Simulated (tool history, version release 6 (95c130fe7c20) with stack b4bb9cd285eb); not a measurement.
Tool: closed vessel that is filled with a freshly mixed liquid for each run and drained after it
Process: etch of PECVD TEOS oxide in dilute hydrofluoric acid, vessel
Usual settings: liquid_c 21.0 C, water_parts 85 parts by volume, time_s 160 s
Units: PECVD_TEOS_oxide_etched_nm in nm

| run | hour | liquid_c | water_parts | time_s | read-back film thickness of the PECVD TEOS oxide reference wafer, read on the same gauge (nm) | PECVD_TEOS_oxide_etched_nm |
|---|---|---|---|---|---|---|
| 1 | 0.0 | 21.0 | 85 | 160 | 100.01 | 24.10 |
| 2 | 93.9 | 21.0 | 85 | 160 | 100.00 | 23.95 |
| 3 | 140.4 | 21.0 | 85 | 160 | 100.01 | 23.71 |
| 4 | 231.8 | 21.0 | 100 | 160 | 99.99 | 19.96 |
| 5 | 290.7 | 21.0 | 85 | 160 | 100.03 | 24.02 |
| 6 | 373.3 | 21.0 | 75 | 160 | 99.98 | 27.80 |
|  | 381.1 | hydrofluoric acid flow meter replaced |
| 7 | 454.4 | 21.0 | 85 | 160 | 99.98 | 24.08 |
| 8 | 504.9 | 21.0 | 85 | 160 | 99.99 | 24.36 |
|  | 559.2 | thermometer replaced |
| 9 | 608.6 | 18.5 | 85 | 105 | 100.00 | 15.25 |
| 10 | 695.0 | 18.5 | 85 | 105 | 99.97 | 15.29 |
| 11 | 752.1 | 18.5 | 85 | 105 | 100.00 | 15.19 |
| 12 | 833.9 | 21.0 | 85 | 160 | 99.98 | 25.79 |
|  | 856.8 | gauge calibrated |
| 13 | 932.5 | 21.0 | 85 | 160 | 100.01 | 25.53 |
| 14 | 1026.1 | 21.0 | 70 | 160 | 100.02 | 31.76 |
| 15 | 1096.7 | 17.0 | 120 | 120 | 100.00 | 11.36 |
| 16 | 1180.4 | 17.0 | 65 | 185 | 100.02 | 34.20 |
|  | 1183.9 | thermometer replaced, repeated, since the last time left the tool worse |
| 17 | 1257.4 | 21.0 | 85 | 235 | 99.95 | 33.43 |
| 18 | 1311.6 | 18.0 | 50 | 195 | 100.00 | 43.68 |
| 19 | 1404.2 | 21.0 | 85 | 160 | 100.01 | 23.21 |
| 20 | 1507.2 | 21.0 | 85 | 160 | 99.99 | 23.07 |
| 21 | 1587.5 | 22.5 | 110 | 120 | 100.00 | 14.01 |
| 22 | 1631.0 | 19.0 | 100 | 235 | 100.03 | 26.28 |
| 23 | 1669.8 | 21.0 | 85 | 135 | 100.01 | 19.76 |
| 24 | 1755.8 | 19.0 | 60 | 225 | 99.97 | 44.29 |
| 25 | 1793.9 | 21.0 | 85 | 160 | 100.00 | 23.62 |
|  | 1846.2 | hydrofluoric acid flow meter replaced |
| 26 | 1899.7 | 25.0 | 45 | 215 | 99.95 | 74.38 |
| 27 | 1994.1 | 24.5 | 110 | 135 | 100.01 | 17.13 |
| 28 | 2224.1 | 25.0 | 85 | 160 | 99.98 | 28.03 |
| 29 | 2331.4 | 23.0 | 60 | 160 | 100.01 | 37.91 |
| 30 | 2414.5 | 18.5 | 85 | 160 | 99.97 | 21.37 |
| 31 | 2460.4 | 21.0 | 85 | 195 | 100.01 | 29.15 |
| 32 | 2533.0 | 25.5 | 70 | 190 | 100.00 | 42.42 |
| 33 | 2606.5 | 21.0 | 85 | 160 | 99.99 | 23.94 |
| 34 | 2671.4 | 21.0 | 85 | 200 | 100.03 | 30.05 |

Some steps in PECVD_TEOS_oxide_etched_nm between neighbouring runs. How much of each would the tool show without its hidden state too (settings, what came in, random variation), and how much is left for the hidden state, with any gauge scatter that isn't in both results?
The hidden state here: liquid hotter than its thermometer reads (K); hydrofluoric acid flow above the setpoint (%); gauge reads high (%).
Run 14 -> 15: liquid_c 21.0 -> 17.0, water_parts 70 -> 120, time_s 160 -> 120. PECVD_TEOS_oxide_etched_nm -20.40 nm: hidden state -2.43, all else -17.97.
Run 15 -> 16: water_parts 120 -> 65, time_s 120 -> 185. PECVD_TEOS_oxide_etched_nm +22.84 nm: hidden state +3.04, all else +19.80.
Run 16 -> 17: liquid_c 17.0 -> 21.0, water_parts 65 -> 85, time_s 185 -> 235, thermometer replaced, repeated, since the last time left the tool worse. PECVD_TEOS_oxide_etched_nm -0.77 nm: hidden state -4.00, all else +3.23.
Run 23 -> 24: liquid_c 21.0 -> 19.0, water_parts 85 -> 60, time_s 135 -> 225. PECVD_TEOS_oxide_etched_nm +24.53 nm: hidden state +0.80, all else +23.73.
Run 25 -> 26: liquid_c 21.0 -> 25.0, water_parts 85 -> 45, time_s 160 -> 215, hydrofluoric acid flow meter replaced. PECVD_TEOS_oxide_etched_nm +50.76 nm: hidden state +1.76, all else +49.00.
Run 26 -> 27: liquid_c 25.0 -> 24.5, water_parts 45 -> 110, time_s 215 -> 135. PECVD_TEOS_oxide_etched_nm -57.25 nm: hidden state -1.88, all else -55.37.

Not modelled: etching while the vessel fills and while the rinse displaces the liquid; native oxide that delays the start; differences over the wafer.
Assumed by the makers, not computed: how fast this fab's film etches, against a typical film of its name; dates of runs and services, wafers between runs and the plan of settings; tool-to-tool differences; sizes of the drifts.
